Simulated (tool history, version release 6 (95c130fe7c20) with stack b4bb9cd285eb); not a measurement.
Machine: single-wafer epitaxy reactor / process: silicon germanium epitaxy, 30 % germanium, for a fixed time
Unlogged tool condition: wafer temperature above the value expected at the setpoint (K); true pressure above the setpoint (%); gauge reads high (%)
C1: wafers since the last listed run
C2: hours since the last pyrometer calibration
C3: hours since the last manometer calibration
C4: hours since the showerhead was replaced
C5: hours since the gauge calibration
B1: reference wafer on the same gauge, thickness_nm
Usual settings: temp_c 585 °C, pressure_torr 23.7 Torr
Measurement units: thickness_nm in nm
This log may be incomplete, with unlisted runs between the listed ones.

Run 1, hour 0.0: usual settings; C1 0; C2 1528.4; C3 586.6; C4 5966.1; C5 472.3; B1 40.800. Result: thickness_nm 48.482 nm.
Run 2, hour 59.1: usual settings; C1 1660; C2 1587.5; C3 645.7; C4 6025.2; C5 531.4; B1 40.871. Result: thickness_nm 48.849 nm.
Run 3, hour 86.2: usual settings; C1 761; C2 1614.6; C3 672.8; C4 6052.3; C5 558.5; B1 40.802. Result: thickness_nm 48.048 nm.
Run 4, hour 157.3: usual settings but pressure_torr 26.2 Torr; C1 1998; C2 1685.7; C3 743.9; C4 6123.4; C5 629.6; B1 40.848. Result: thickness_nm 50.594 nm.
Run 5, hour 211.9: usual settings but pressure_torr 26.2 Torr; C1 1534; C2 1740.3; C3 798.5; C4 6178.0; C5 684.2; B1 40.791. Result: thickness_nm 50.339 nm.
Run 6, hour 240.3: usual settings; C1 798; C2 1768.7; C3 826.9; C4 6206.4; C5 712.6; B1 40.820. Result: thickness_nm 47.594 nm.
Run 7, hour 307.7: usual settings; C1 1894; C2 1836.1; C3 894.3; C4 6273.8; C5 780.0; B1 40.847. Result: thickness_nm 48.063 nm.
Run 8, hour 359.3: usual settings; C1 1450; C2 1887.7; C3 945.9; C4 6325.4; C5 831.6; B1 40.784. Result: thickness_nm 47.155 nm.
At hour 376.6: capacitance manometer re-zeroed and calibrated.
Run 9, hour 398.6: usual settings; C1 879; C2 1927.0; C3 22.0; C4 6364.7; C5 870.9; B1 40.776. Result: thickness_nm 51.808 nm.
At hour 458.9: showerhead replaced.
Run 10, hour 459.4: usual settings; C1 1483; C2 1987.8; C3 82.8; C4 0.5; C5 931.7; B1 40.778. Result: thickness_nm 52.267 nm.
Run 11, hour 514.9: usual settings but temp_c 577 °C, pressure_torr 27.4 Torr; C1 1559; C2 2043.3; C3 138.3; C4 56.0; C5 987.2; B1 40.771. Result: thickness_nm 49.006 nm.
Run 12, hour 561.7: usual settings; C1 1315; C2 2090.1; C3 185.1; C4 102.8; C5 1034.0; B1 40.766. Result: thickness_nm 51.694 nm.
At hour 578.3: capacitance manometer re-zeroed and calibrated, repeated, since the last time left the tool worse.
Run 13, hour 633.1: usual settings but temp_c 576 °C, pressure_torr 26.4 Torr; C1 1781; C2 2161.5; C3 54.8; C4 174.2; C5 1105.4; B1 40.801. Result: thickness_nm 44.687 nm.
Run 14, hour 694.2: usual settings but temp_c 579 °C, pressure_torr 21.0 Torr; C1 1717; C2 2222.6; C3 115.9; C4 235.3; C5 1166.5; B1 40.848. Result: thickness_nm 41.308 nm.
Run 15, hour 753.0: usual settings; C1 1652; C2 2281.4; C3 174.7; C4 294.1; C5 1225.3; B1 40.788. Result: thickness_nm 49.169 nm.
Run 16, hour 807.6: usual settings; C1 1534; C2 2336.0; C3 229.3; C4 348.7; C5 1279.9; B1 40.820. Result: thickness_nm 49.065 nm.
At hour 815.6: pyrometer calibrated.
At hour 821.3: gauge calibrated.
Run 17, hour 868.8: usual settings but pressure_torr 26.7 Torr; C1 1495; C2 53.2; C3 290.5; C4 409.9; C5 47.5; B1 40.765. Result: thickness_nm 51.888 nm.
Run 18, hour 931.2: usual settings but temp_c 598 °C, pressure_torr 26.6 Torr; C1 1753; C2 115.6; C3 352.9; C4 472.3; C5 109.9; B1 40.794. Result: thickness_nm 64.279 nm.
Run 19, hour 980.1: usual settings; C1 1374; C2 164.5; C3 401.8; C4 521.2; C5 158.8; B1 40.834. Result: thickness_nm 49.126 nm.
Run 20, hour 1010.7: usual settings but temp_c 575 °C; C1 859; C2 195.1; C3 432.4; C4 551.8; C5 189.4; B1 40.744. Result: thickness_nm 41.347 nm.
Run 21, hour 1061.7: usual settings but temp_c 592 °C, pressure_torr 22.1 Torr; C1 1433; C2 246.1; C3 483.4; C4 602.8; C5 240.4; B1 40.757. Result: thickness_nm 52.581 nm.

List, for all runs, the conditions of the tool that the log does not record:
wafer temperature above the value expected at the setpoint (K): 0 in every run
gauge reads high (%): 0 in every run
H1: true pressure above the setpoint (%)
run       H1
  1    -2.81
  2    -3.31
  3    -3.56
  4    -4.24
  5    -4.82
  6    -5.14
  7    -5.93
  8    -6.58
  9     10.4
 10     10.4
 11     10.3
 12     10.2
 13  -0.0525
 14   -0.124
 15   -0.241
 16   -0.391
 17   -0.609
 18   -0.883
 19    -1.14
 20    -1.31
 21    -1.63

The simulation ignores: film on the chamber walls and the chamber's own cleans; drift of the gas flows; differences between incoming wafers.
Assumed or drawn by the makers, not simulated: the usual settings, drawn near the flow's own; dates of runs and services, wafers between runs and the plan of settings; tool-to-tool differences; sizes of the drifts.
